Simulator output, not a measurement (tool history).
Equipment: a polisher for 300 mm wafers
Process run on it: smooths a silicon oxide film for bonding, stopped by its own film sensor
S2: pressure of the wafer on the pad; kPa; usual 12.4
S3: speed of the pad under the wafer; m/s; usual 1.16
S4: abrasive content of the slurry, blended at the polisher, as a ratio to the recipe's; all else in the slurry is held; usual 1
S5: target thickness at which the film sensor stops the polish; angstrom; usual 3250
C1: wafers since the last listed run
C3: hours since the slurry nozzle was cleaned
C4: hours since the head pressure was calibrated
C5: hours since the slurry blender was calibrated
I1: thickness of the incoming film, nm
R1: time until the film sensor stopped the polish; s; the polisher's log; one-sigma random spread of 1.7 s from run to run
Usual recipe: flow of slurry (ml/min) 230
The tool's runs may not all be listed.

{"run": 1, "hour": 0.0, "flow of slurry (ml/min)": 230, "S2": 12.4, "S3": 1.16, "S4": 1, "S5": 3250, "C1": 0, "wafers polished on this pad": 389, "C3": 34.4, "C4": 635.2, "C5": 23.8, "I1": 404.3, "R1": 99.4}
{"run": 2, "hour": 35.7, "flow of slurry (ml/min)": 230, "S2": 12.4, "S3": 1.16, "S4": 1, "S5": 3250, "C1": 402, "wafers polished on this pad": 791, "C3": 70.1, "C4": 670.9, "C5": 59.5, "I1": 406.1, "R1": 105.2}
{"run": 3, "hour": 59.4, "flow of slurry (ml/min)": 230, "S2": 12.4, "S3": 1.16, "S4": 1, "S5": 3250, "C1": 267, "wafers polished on this pad": 1058, "C3": 93.8, "C4": 694.6, "C5": 83.2, "I1": 396.4, "R1": 89.9}
{"hour": 85.2, "done": "head pressure recalibrated"}
{"run": 4, "hour": 86.9, "flow of slurry (ml/min)": 230, "S2": 12.4, "S3": 1.16, "S4": 1, "S5": 3250, "C1": 287, "wafers polished on this pad": 1345, "C3": 121.3, "C4": 1.7, "C5": 110.7, "I1": 398.5, "R1": 92.3}
{"run": 5, "hour": 99.6, "flow of slurry (ml/min)": 230, "S2": 12.4, "S3": 1.16, "S4": 1, "S5": 3250, "C1": 143, "wafers polished on this pad": 1489, "C3": 134, "C4": 14.4, "C5": 123.4, "I1": 404.7, "R1": 97.4}
{"run": 6, "hour": 132.4, "flow of slurry (ml/min)": 230, "S2": 12.4, "S3": 1.16, "S4": 1, "S5": 3250, "C1": 369, "wafers polished on this pad": 1858, "C3": 166.8, "C4": 47.2, "C5": 156.2, "I1": 397.9, "R1": 93.5}
{"run": 7, "hour": 163.6, "flow of slurry (ml/min)": 230, "S2": 12.4, "S3": 1.16, "S4": 1, "S5": 3250, "C1": 351, "wafers polished on this pad": 2210, "C3": 198, "C4": 78.4, "C5": 187.4, "I1": 398.3, "R1": 94.3}
{"run": 8, "hour": 195.9, "flow of slurry (ml/min)": 230, "S2": 14.5, "S3": 1.16, "S4": 1, "S5": 3250, "C1": 364, "wafers polished on this pad": 2574, "C3": 230.3, "C4": 110.7, "C5": 219.7, "I1": 396.3, "R1": 85.9}
{"run": 9, "hour": 214.5, "flow of slurry (ml/min)": 230, "S2": 15.2, "S3": 1.16, "S4": 1.1, "S5": 3250, "C1": 209, "wafers polished on this pad": 2783, "C3": 248.9, "C4": 129.3, "C5": 238.3, "I1": 398.7, "R1": 83.1}
{"hour": 221.1, "done": "worn pad replaced by a new one"}
{"run": 10, "hour": 232.9, "flow of slurry (ml/min)": 230, "S2": 9, "S3": 1.16, "S4": 0.8, "S5": 3140, "C1": 162, "wafers polished on this pad": 132, "C3": 267.3, "C4": 147.7, "C5": 256.7, "I1": 409.1, "R1": 169.8}
{"run": 11, "hour": 265.5, "flow of slurry (ml/min)": 230, "S2": 12.4, "S3": 1.16, "S4": 1, "S5": 3250, "C1": 367, "wafers polished on this pad": 500, "C3": 299.9, "C4": 180.3, "C5": 289.3, "I1": 403, "R1": 108.1}
{"hour": 284.0, "done": "slurry blender recalibrated"}
{"run": 12, "hour": 291.7, "flow of slurry (ml/min)": 230, "S2": 12.4, "S3": 1.16, "S4": 1.2, "S5": 3180, "C1": 272, "wafers polished on this pad": 773, "C3": 326.1, "C4": 206.5, "C5": 7.7, "I1": 397.5, "R1": 93.9}
{"run": 13, "hour": 304.7, "flow of slurry (ml/min)": 230, "S2": 9.7, "S3": 1.16, "S4": 1, "S5": 3450, "C1": 146, "wafers polished on this pad": 919, "C3": 339.1, "C4": 219.5, "C5": 20.7, "I1": 397.7, "R1": 79.3}
{"run": 14, "hour": 331.8, "flow of slurry (ml/min)": 230, "S2": 12.4, "S3": 1.16, "S4": 1, "S5": 3250, "C1": 305, "wafers polished on this pad": 1224, "C3": 366.2, "C4": 246.6, "C5": 47.8, "I1": 405.3, "R1": 103.1}
{"run": 15, "hour": 353.0, "flow of slurry (ml/min)": 205, "S2": 12.4, "S3": 1.16, "S4": 1, "S5": 3340, "C1": 238, "wafers polished on this pad": 1463, "C3": 387.4, "C4": 267.8, "C5": 69, "I1": 401.6, "R1": 86.3}
{"run": 16, "hour": 376.7, "flow of slurry (ml/min)": 285, "S2": 12.4, "S3": 1.16, "S4": 1, "S5": 3250, "C1": 267, "wafers polished on this pad": 1730, "C3": 411.1, "C4": 291.5, "C5": 92.7, "I1": 406.5, "R1": 102}
{"run": 17, "hour": 399.4, "flow of slurry (ml/min)": 230, "S2": 15.9, "S3": 1.16, "S4": 1, "S5": 3250, "C1": 255, "wafers polished on this pad": 1986, "C3": 433.8, "C4": 314.2, "C5": 115.4, "I1": 391.8, "R1": 76.9}
{"run": 18, "hour": 425.3, "flow of slurry (ml/min)": 285, "S2": 12.4, "S3": 0.92, "S4": 1.25, "S5": 3410, "C1": 291, "wafers polished on this pad": 2278, "C3": 459.7, "C4": 340.1, "C5": 141.3, "I1": 403.4, "R1": 88.1}
{"run": 19, "hour": 450.0, "flow of slurry (ml/min)": 230, "S2": 12.4, "S3": 1.16, "S4": 1, "S5": 3250, "C1": 278, "wafers polished on this pad": 2556, "C3": 484.4, "C4": 364.8, "C5": 166, "I1": 399.9, "R1": 98.3}
{"run": 20, "hour": 467.0, "flow of slurry (ml/min)": 230, "S2": 12.4, "S3": 1.16, "S4": 1, "S5": 3250, "C1": 191, "wafers polished on this pad": 2748, "C3": 501.4, "C4": 381.8, "C5": 183, "I1": 400.9, "R1": 103.1}
{"hour": 486.9, "done": "worn pad replaced by a new one"}
{"run": 21, "hour": 496.7, "flow of slurry (ml/min)": 230, "S2": 13.8, "S3": 0.84, "S4": 1, "S5": 3250, "C1": 289, "wafers polished on this pad": 110, "C3": 531.1, "C4": 411.5, "C5": 212.7, "I1": 399.6, "R1": 121.9}
{"run": 22, "hour": 521.7, "flow of slurry (ml/min)": 230, "S2": 13.8, "S3": 1.16, "S4": 1.15, "S5": 3250, "C1": 281, "wafers polished on this pad": 392, "C3": 556.1, "C4": 436.5, "C5": 237.7, "I1": 401.5, "R1": 94.2}
{"run": 23, "hour": 545.3, "flow of slurry (ml/min)": 230, "S2": 10.3, "S3": 1.16, "S4": 1, "S5": 3250, "C1": 265, "wafers polished on this pad": 658, "C3": 579.7, "C4": 460.1, "C5": 261.3, "I1": 397.7, "R1": 113.8}
{"run": 24, "hour": 561.6, "flow of slurry (ml/min)": 230, "S2": 12.4, "S3": 1.16, "S4": 1, "S5": 3110, "C1": 183, "wafers polished on this pad": 842, "C3": 596, "C4": 476.4, "C5": 277.6, "I1": 406.3, "R1": 131.1}
{"run": 25, "hour": 588.4, "flow of slurry (ml/min)": 180, "S2": 12.4, "S3": 1.06, "S4": 0.75, "S5": 3250, "C1": 302, "wafers polished on this pad": 1144, "C3": 622.8, "C4": 503.2, "C5": 304.4, "I1": 400.5, "R1": 135.9}
{"hour": 594.7, "done": "slurry blender recalibrated"}
{"run": 26, "hour": 624.3, "flow of slurry (ml/min)": 230, "S2": 9, "S3": 1.16, "S4": 1, "S5": 3010, "C1": 382, "wafers polished on this pad": 1526, "C3": 658.7, "C4": 539.1, "C5": 29.6, "I1": 403.7, "R1": 166.5}
{"run": 27, "hour": 651.1, "flow of slurry (ml/min)": 230, "S2": 12.4, "S3": 1.16, "S4": 1.3, "S5": 3250, "C1": 302, "wafers polished on this pad": 1828, "C3": 685.5, "C4": 565.9, "C5": 56.4, "I1": 405.5, "R1": 100.2}
{"hour": 682.2, "done": "head pressure recalibrated"}
{"hour": 729.5, "done": "worn pad replaced by a new one"}
{"run": 28, "hour": 739.1, "flow of slurry (ml/min)": 205, "S2": 12.4, "S3": 1.16, "S4": 1, "S5": 3340, "C1": 924, "wafers polished on this pad": 108, "C3": 773.5, "C4": 56.9, "C5": 144.4, "I1": 399.5, "R1": 83.7}
{"run": 29, "hour": 753.9, "flow of slurry (ml/min)": 295, "S2": 13.8, "S3": 1.16, "S4": 1, "S5": 3500, "C1": 166, "wafers polished on this pad": 275, "C3": 788.3, "C4": 71.7, "C5": 159.2, "I1": 401.1, "R1": 58.4}

Below are 5 alternative next runs, each starting from the tool's condition after run 29. Predict each:
{"run": "A", "hour": 754.4, "flow of slurry (ml/min)": 295, "S2": 12.4, "S3": 1.16, "S4": 1, "S5": 3250, "C1": 5, "wafers polished on this pad": 281, "C3": 788.8, "C4": 72.2, "C5": 159.7, "I1": 403.7, "R1": "?"}
{"run": "B", "hour": 754.4, "flow of slurry (ml/min)": 230, "S2": 12.4, "S3": 1.16, "S4": 1, "S5": 3420, "C1": 5, "wafers polished on this pad": 281, "C3": 788.8, "C4": 72.2, "C5": 159.7, "I1": 403.7, "R1": "?"}
{"run": "C", "hour": 754.4, "flow of slurry (ml/min)": 230, "S2": 12.4, "S3": 1.48, "S4": 1, "S5": 3250, "C1": 5, "wafers polished on this pad": 281, "C3": 788.8, "C4": 72.2, "C5": 159.7, "I1": 403.7, "R1": "?"}
{"run": "D", "hour": 754.4, "flow of slurry (ml/min)": 230, "S2": 10.3, "S3": 0.96, "S4": 1.25, "S5": 3040, "C1": 5, "wafers polished on this pad": 281, "C3": 788.8, "C4": 72.2, "C5": 159.7, "I1": 403.7, "R1": "?"}
{"run": "E", "hour": 754.4, "flow of slurry (ml/min)": 230, "S2": 12.4, "S3": 1.16, "S4": 1, "S5": 3060, "C1": 5, "wafers polished on this pad": 281, "C3": 788.8, "C4": 72.2, "C5": 159.7, "I1": 403.7, "R1": "?"}

run=A R1=98.7
run=B R1=78.8
run=C R1=82.7
run=D R1=151.7
run=E R1=124.8
Take away the tool's hidden state, keep each run's random variation, and the runs would have read:
run=A R1=94.9
run=B R1=75.7
run=C R1=79.5
run=D R1=146.2
run=E R1=119.9

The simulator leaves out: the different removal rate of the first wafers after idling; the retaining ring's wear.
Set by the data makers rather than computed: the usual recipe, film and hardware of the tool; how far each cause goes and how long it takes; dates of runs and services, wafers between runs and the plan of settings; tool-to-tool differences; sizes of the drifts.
